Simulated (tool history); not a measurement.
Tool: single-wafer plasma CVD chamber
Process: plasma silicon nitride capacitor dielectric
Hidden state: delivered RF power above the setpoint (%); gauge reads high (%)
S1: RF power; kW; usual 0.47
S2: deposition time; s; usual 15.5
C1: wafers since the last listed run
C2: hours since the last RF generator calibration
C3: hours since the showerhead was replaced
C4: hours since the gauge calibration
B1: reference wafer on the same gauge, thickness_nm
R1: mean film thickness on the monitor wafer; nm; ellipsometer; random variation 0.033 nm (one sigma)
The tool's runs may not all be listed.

run,day,S1,S2,C1,C2,C3,C4,B1,R1
1,0,0.47,15.5,0,986,8187.8,187.1,18.202,19.925
2,0.692,0.47,15.5,219,1002.6,8204.4,203.7,18.199,19.921
3,1.338,0.545,17.4,204,1018.1,8219.9,219.2,18.199,23.178
4,1.967,0.545,17.4,199,1033.2,8235,234.3,18.194,23.209
5,2.262,0.545,17.4,93,1040.3,8242.1,241.4,18.212,23.139
# day 2.654: gauge calibrated
6,2.858,0.545,16.5,188,1054.6,8256.4,4.9,18.202,21.939
7,3.408,0.51,15.5,174,1067.8,8269.6,18.1,18.207,20.278
8,4.092,0.51,15.5,216,1084.2,8286,34.5,18.204,20.302
9,4.438,0.51,15.5,109,1092.5,8294.3,42.8,18.194,20.312
10,4.921,0.47,15.5,153,1104.1,8305.9,54.4,18.203,19.867
11,5.333,0.47,15.5,130,1114,8315.8,64.3,18.195,19.825
12,5.658,0.47,15.5,103,1121.8,8323.6,72.1,18.206,19.892
13,6.158,0.47,15.5,158,1133.8,8335.6,84.1,18.188,19.929
14,6.492,0.47,15.5,105,1141.8,8343.6,92.1,18.194,19.833
15,6.954,0.47,15.5,146,1152.9,8354.7,103.2,18.207,19.824
# day 7.375: showerhead replaced
16,7.625,0.47,15.5,107,1169,6,119.3,18.191,19.81
17,8.358,0.425,15.5,232,1186.6,23.6,136.9,18.207,19.313
18,8.904,0.43,17.7,173,1199.7,36.7,150,18.202,22.182
19,9.362,0.43,17.7,145,1210.7,47.7,161,18.197,22.179
20,9.804,0.43,17.7,140,1221.3,58.3,171.6,18.202,22.16
21,10.592,0.47,17.6,249,1240.2,77.2,190.5,18.206,22.597
22,10.938,0.545,17.4,109,1248.5,85.5,198.8,18.198,23.087
23,11.238,0.47,17.9,95,1255.7,92.7,206,18.203,22.897
24,11.625,0.47,15.5,122,1265,102,215.3,18.199,19.835
25,12.25,0.51,17.5,198,1280,117,230.3,18.202,22.809
26,12.696,0.535,18.4,141,1290.7,127.7,241,18.199,24.225
27,13.358,0.47,17,210,1306.6,143.6,256.9,18.199,21.7
28,13.654,0.47,15.5,93,1313.7,150.7,264,18.201,19.78
29,14.142,0.425,13.8,154,1325.4,162.4,275.7,18.192,17.189
30,14.867,0.47,16.5,229,1342.8,179.8,293.1,18.206,21.033
# day 15.067: gauge calibrated
31,15.471,0.43,17.7,191,1357.3,194.3,9.7,18.2,22.045
# day 15.9: RF generator calibrated
32,15.921,0.47,13.6,37,0.5,205.1,20.5,18.206,17.837
33,16.062,0.525,13,44,3.9,208.5,23.9,18.21,17.466
34,16.654,0.47,15.5,187,18.1,222.7,38.1,18.197,20.254
35,17.05,0.535,13.3,125,27.6,232.2,47.6,18.208,17.996
36,17.625,0.505,17.1,182,41.4,246,61.4,18.198,22.779
37,18.262,0.405,13.4,202,56.7,261.3,76.7,18.198,16.932
38,18.675,0.44,14.2,130,66.6,271.2,86.6,18.205,18.222
39,19.354,0.47,15.5,215,82.9,287.5,102.9,18.207,20.244
40,19.812,0.425,18,145,93.9,298.5,113.9,18.201,22.947
41,20.262,0.515,13.7,142,104.7,309.3,124.7,18.194,18.281
42,20.617,0.47,12.8,112,113.2,317.8,133.2,18.199,16.697
43,21.05,0.55,15.5,137,123.6,328.2,143.6,18.207,21.017

Forecast each of these 3 alternatives for the next run:
A,21.067,0.47,13.1,5,124,328.6,144,?,?
B,21.067,0.415,12.8,5,124,328.6,144,?,?
C,21.067,0.435,14.5,5,124,328.6,144,?,?

run,B1,R1
A,18.204,17.101
B,18.204,16.227
C,18.204,18.585
Without the tool's hidden state the same runs would have given:
run,R1
A,17.152
B,16.276
C,18.641
